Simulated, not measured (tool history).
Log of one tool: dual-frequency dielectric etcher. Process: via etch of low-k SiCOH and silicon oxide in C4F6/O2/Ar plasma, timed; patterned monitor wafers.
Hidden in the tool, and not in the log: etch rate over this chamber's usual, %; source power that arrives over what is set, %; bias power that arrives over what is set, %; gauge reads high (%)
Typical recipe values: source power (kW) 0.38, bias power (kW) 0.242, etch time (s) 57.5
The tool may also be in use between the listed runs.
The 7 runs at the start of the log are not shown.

run,hour,source power (kW),bias power (kW),etch time (s),wafers since the last listed run,hours since the last wet clean,hours since the last source power generator calibration,hours since the last bias power generator calibration,hours since the last upper electrode change,hours since the gauge calibration,"read-back reference wafer on the same gauge, depth_nm",mean etch depth across the wafer (Å)
8,516.7,0.38,0.242,57.5,780,613.8,2485.6,495.6,4635.6,2819,182,1610
# hour 525.8: gauge calibrated
9,613.4,0.31,0.193,42.5,1676,710.5,2582.3,592.3,4732.3,87.6,182.1,1048
# hour 693.8: wet clean of the chamber
10,694.3,0.29,0.242,57.5,986,0.5,2663.2,673.2,4813.2,168.5,181.9,1510
11,722.3,0.43,0.2,45.5,485,28.5,2691.2,701.2,4841.2,196.5,182,1238
# hour 726.7: source power generator calibrated
12,770.2,0.38,0.242,70.5,761,76.4,43.5,749.1,4889.1,244.4,182,1967
13,816,0.48,0.242,57.5,794,122.2,89.3,794.9,4934.9,290.2,182.2,1722
14,912.7,0.38,0.242,57.5,1676,218.9,186,891.6,5031.6,386.9,181.8,1599
15,972.9,0.29,0.182,52.5,1043,279.1,246.2,951.8,5091.8,447.1,181.8,1261
# hour 1021.2: upper electrode replaced
16,1021.7,0.34,0.197,68,430,327.9,295,1000.6,0.5,495.9,182.1,1744
17,1095,0.46,0.26,57.5,1271,401.2,368.3,1073.9,73.8,569.2,181.9,1752
18,1144,0.29,0.195,49.5,849,450.2,417.3,1122.9,122.8,618.2,182,1212
19,1181.9,0.38,0.242,40.5,657,488.1,455.2,1160.8,160.7,656.1,182.2,1139
20,1237.9,0.38,0.287,68.5,971,544.1,511.2,1216.8,216.7,712.1,182,2042
21,1313.9,0.3,0.242,57.5,1317,620.1,587.2,1292.8,292.7,788.1,181.7,1508
22,1361.3,0.43,0.259,41.5,821,667.5,634.6,1340.2,340.1,835.5,181.8,1229
# hour 1460.4: wet clean of the chamber
23,1466.3,0.38,0.274,65.5,1404,5.9,739.6,1445.2,445.1,940.5,182,1921
24,1509.8,0.38,0.187,63.5,754,49.4,783.1,1488.7,488.6,984,182.4,1645
25,1612.5,0.38,0.242,64.5,1780,152.1,885.8,1591.4,591.3,1086.7,181.9,1824
26,1714.3,0.38,0.3,71.5,1765,253.9,987.6,1693.2,693.1,1188.5,182.1,2157
27,1811.7,0.38,0.242,57.5,1689,351.3,1085,1790.6,790.5,1285.9,181.9,1617
28,1847.9,0.28,0.242,57.5,627,387.5,1121.2,1826.8,826.7,1322.1,181.9,1499
29,1898.2,0.45,0.264,57.5,872,437.8,1171.5,1877.1,877,1372.4,182,1738
30,1940.8,0.34,0.242,68.5,738,480.4,1214.1,1919.7,919.6,1415,181.9,1865

4 options for the next run, each taken on its own from the tool as it stands now. Forecast them:
A,1941.2,0.38,0.293,57.5,6,480.8,1214.5,1920.1,920,1415.4,?,?
B,1941.2,0.32,0.216,57.5,6,480.8,1214.5,1920.1,920,1415.4,?,?
C,1941.2,0.41,0.242,50,6,480.8,1214.5,1920.1,920,1415.4,?,?
D,1941.2,0.38,0.268,57.5,6,480.8,1214.5,1920.1,920,1415.4,?,?

run,"read-back reference wafer on the same gauge, depth_nm",mean etch depth across the wafer (Å)
A,182.1,1729
B,182.1,1499
C,182.1,1441
D,182.1,1679
Stripped of hidden state, with their random variation kept, the same runs would have yielded:
run,mean etch depth across the wafer (Å)
A,1729
B,1499
C,1441
D,1679
